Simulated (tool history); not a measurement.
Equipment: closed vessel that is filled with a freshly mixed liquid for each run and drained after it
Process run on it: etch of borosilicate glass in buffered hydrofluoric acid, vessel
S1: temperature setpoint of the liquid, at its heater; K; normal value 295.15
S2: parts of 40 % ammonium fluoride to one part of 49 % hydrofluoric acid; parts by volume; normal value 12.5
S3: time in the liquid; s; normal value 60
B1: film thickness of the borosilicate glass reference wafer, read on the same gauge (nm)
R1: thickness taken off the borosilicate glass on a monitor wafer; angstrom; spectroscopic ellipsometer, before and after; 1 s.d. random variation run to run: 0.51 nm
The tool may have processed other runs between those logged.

run     day      S1    S2  S3     B1     R1
  1       0  292.15  12.5  70  29.99  562.1
  2   1.862  292.15  12.5  70     30  554.5
  3   3.183  295.15  12.5  60  30.02  559.2
  4  10.417  295.15  12.5  60  30.01  556.3
  5  11.692  295.15  12.5  60     30  570.1
  6  15.871  295.15  12.5  60  30.01  570.8
  7    17.1  295.15  12.5  40  29.98  380.8
  8  19.929  295.15  12.5  60  29.98    569
  9  22.283  295.15  12.5  60  30.03  573.8
 10  23.612  295.15  12.5  60     30  561.4
     25.117  -- thermometer replaced
 11  25.988  295.15  12.5  60  29.97  615.7
 12  28.558  295.15  12.5  60     30  618.4
     29.242  -- hydrofluoric acid flow meter replaced
 13  29.621  295.15  12.5  60  29.98  612.6
 14  32.517  295.15  12.5  60     30  623.9
 15   34.55  291.65     9  60  29.99  680.9
 16  36.112  295.15  12.5  60  29.98  625.8
 17  37.512  292.65  12.5  60     30  542.8
 18  38.754  297.15    11  75  29.98  981.2
 19  41.358  290.15    10  50     30  498.8
     42.029  -- thermometer replaced, repeated, since the last time left the tool worse
 20  43.175  298.15    16  60  29.99  493.5
 21  44.354  295.15  12.5  60  30.01  514.8
     46.642  -- gauge calibrated
 22   46.85  300.15  12.5  60     30    688
 23  49.558  295.15  12.5  60  30.05  527.1
 24  51.279  298.15    17  85     30  649.4
 25  52.892  290.15   9.5  90  30.03    769
 26  55.079  297.15    11  75     30  836.3
 27  56.108  295.15  12.5  75  30.01  665.6
 28  57.112  295.15    10  30  30.04  330.6
 29  58.188  297.65     8  30  30.05  467.1
 30  60.225  295.15  12.5  90  29.99  792.7
 31  63.171  290.65  12.5  60  29.97  413.6

Here are 5 independent what-if runs from the current tool condition. What would each one return?
  A  63.2  295.15  12.5  60   ?   ?
  B  63.2  291.65   7.5  85   ?   ?
  C  63.2  295.15    17  60   ?   ?
  D  63.2  292.15    11  40   ?   ?
  E  63.2  297.15    17  75   ?   ?

run     B1      R1
  A  29.99   538.4
  B  29.99  1029.1
  C  29.99     397
  D  29.99   345.8
  E  29.99   552.8
What these runs would have given with no unlogged condition in the tool:
run      R1
  A   524.6
  B  1002.3
  C   386.8
  D   336.8
  E   538.7

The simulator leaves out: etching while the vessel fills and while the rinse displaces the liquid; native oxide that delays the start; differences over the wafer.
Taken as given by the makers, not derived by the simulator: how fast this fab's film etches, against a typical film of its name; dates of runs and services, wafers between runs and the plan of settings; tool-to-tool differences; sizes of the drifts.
